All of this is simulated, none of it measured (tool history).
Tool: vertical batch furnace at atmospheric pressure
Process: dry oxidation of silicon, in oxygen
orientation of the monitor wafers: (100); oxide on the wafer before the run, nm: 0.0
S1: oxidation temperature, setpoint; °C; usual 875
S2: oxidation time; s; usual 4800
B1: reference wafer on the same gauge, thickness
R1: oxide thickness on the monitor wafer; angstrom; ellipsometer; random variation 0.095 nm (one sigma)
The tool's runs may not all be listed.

run,hour,S1,S2,B1,R1
1,0.0,875,4800,16.82,197.0
2,47.7,875,4800,16.78,197.7
3,249.0,875,4800,16.79,198.9
4,303.0,875,4800,16.80,197.8
5,349.1,875,4800,16.79,199.3
6,428.3,875,4800,16.80,200.1
7,482.3,869,4800,16.80,186.4
8,537.6,869,4800,16.81,187.9
9,623.6,875,4800,16.82,200.4
10,664.3,875,3690,16.79,167.9
11,719.6,875,4800,16.80,201.5
12,798.8,862,4800,16.80,172.7
13,847.1,862,4800,16.80,172.7
14,884.3,881,4800,16.81,214.9
15,964.8,893,4800,16.79,243.7
16,1062.4,875,4800,16.80,202.0
17,1144.1,875,4800,16.81,200.8
18,1203.4,875,4800,16.78,203.4
19,1267.2,875,4800,16.80,204.3
20,1320.1,875,4800,16.82,204.0
21,1385.0,875,4800,16.79,206.2
22,1445.7,875,4800,16.80,198.6
23,1508.2,897,2970,16.79,180.5
24,1559.7,892,2520,16.80,154.4
25,1628.2,875,4800,16.79,198.7
26,1786.9,867,6390,16.79,219.8
27,1846.7,862,7080,16.81,223.1
28,1941.7,860,4800,16.78,167.7
29,2049.1,875,2730,16.80,135.5
30,2091.7,853,6720,16.79,195.0
31,2194.6,857,6210,16.82,193.5
32,2285.1,875,4800,16.80,199.0
33,2387.3,875,4800,16.80,199.6
34,2461.3,875,5580,16.79,222.1
35,2514.6,875,4800,16.78,198.6
36,2556.7,895,2640,16.81,167.1
37,2660.5,883,2790,16.81,152.2
38,2711.6,875,4800,16.78,200.0
39,2765.4,865,6030,16.81,208.9
40,2818.6,895,5910,16.81,284.5

Taken out of this log: 4 entries between the listed runs. Where each belongs, and how the hidden state differs across it:
Between runs 2 and 3: gauge calibrated (hour 130.3)
  true tube temperature minus thermocouple reading, K: 0.573 -> 0.838
  measured less the result without the state, R1: +1.2 -> +1.8 angstrom
Between runs 15 and 16: boat lift adjusted (hour 990.7)
  true tube temperature minus thermocouple reading, K: 2.31 -> 2.57
  measured less the result without the state, R1: +5.7 -> +5.5 angstrom
Between runs 21 and 22: thermocouples replaced and temperature profile calibrated (hour 1426.1)
  true tube temperature minus thermocouple reading, K: 3.55 -> 0.278
  measured less the result without the state, R1: +7.7 -> +0.6 angstrom
Between runs 28 and 29: gauge calibrated (hour 2023.7)
  true tube temperature minus thermocouple reading, K: 0.491 -> 0.59
  measured less the result without the state, R1: +0.9 -> +0.9 angstrom
